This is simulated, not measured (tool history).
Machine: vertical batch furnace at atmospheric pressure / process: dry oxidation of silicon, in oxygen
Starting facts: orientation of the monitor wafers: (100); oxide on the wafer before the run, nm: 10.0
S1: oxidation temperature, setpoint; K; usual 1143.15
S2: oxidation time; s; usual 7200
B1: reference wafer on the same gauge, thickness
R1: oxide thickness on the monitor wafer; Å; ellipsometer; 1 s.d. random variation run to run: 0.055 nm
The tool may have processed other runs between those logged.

Run 1, hour 0: usual settings but S2 5130 s; B1 20.79. Result: R1 212.7 Å.
Run 2, hour 35.9: usual settings but S2 5130 s; B1 20.8. Result: R1 212.5 Å.
Run 3, hour 94.5: usual settings but S2 5130 s; B1 20.81. Result: R1 212.8 Å.
At hour 124.2: gauge calibrated.
Run 4, hour 126.8: usual settings; B1 20.8. Result: R1 249.5 Å.
Run 5, hour 171: usual settings; B1 20.8. Result: R1 248.2 Å.
Run 6, hour 209.5: usual settings; B1 20.8. Result: R1 249 Å.
Run 7, hour 372: usual settings; B1 20.8. Result: R1 247.9 Å.
At hour 423.2: boat lift adjusted.
At hour 458.4: thermocouples replaced and temperature profile calibrated.
Run 8, hour 458.9: usual settings; B1 20.82. Result: R1 257.8 Å.
Run 9, hour 518.1: usual settings; B1 20.81. Result: R1 258.4 Å.
Run 10, hour 547.6: usual settings; B1 20.81. Result: R1 257.8 Å.
Run 11, hour 594.1: usual settings but S1 1126.15 K; B1 20.8. Result: R1 225.3 Å.

Forecast run 12:
At hour 644.4: gauge calibrated.
Run 12, hour 652.8: usual settings; B1 ?. Result: R1 ?.

For run 12 the tool returned B1 20.82, R1 256.4 Å.
Take away the tool's hidden state, keep the run-to-run variation as it was, and the same run would have given R1 257 Å.
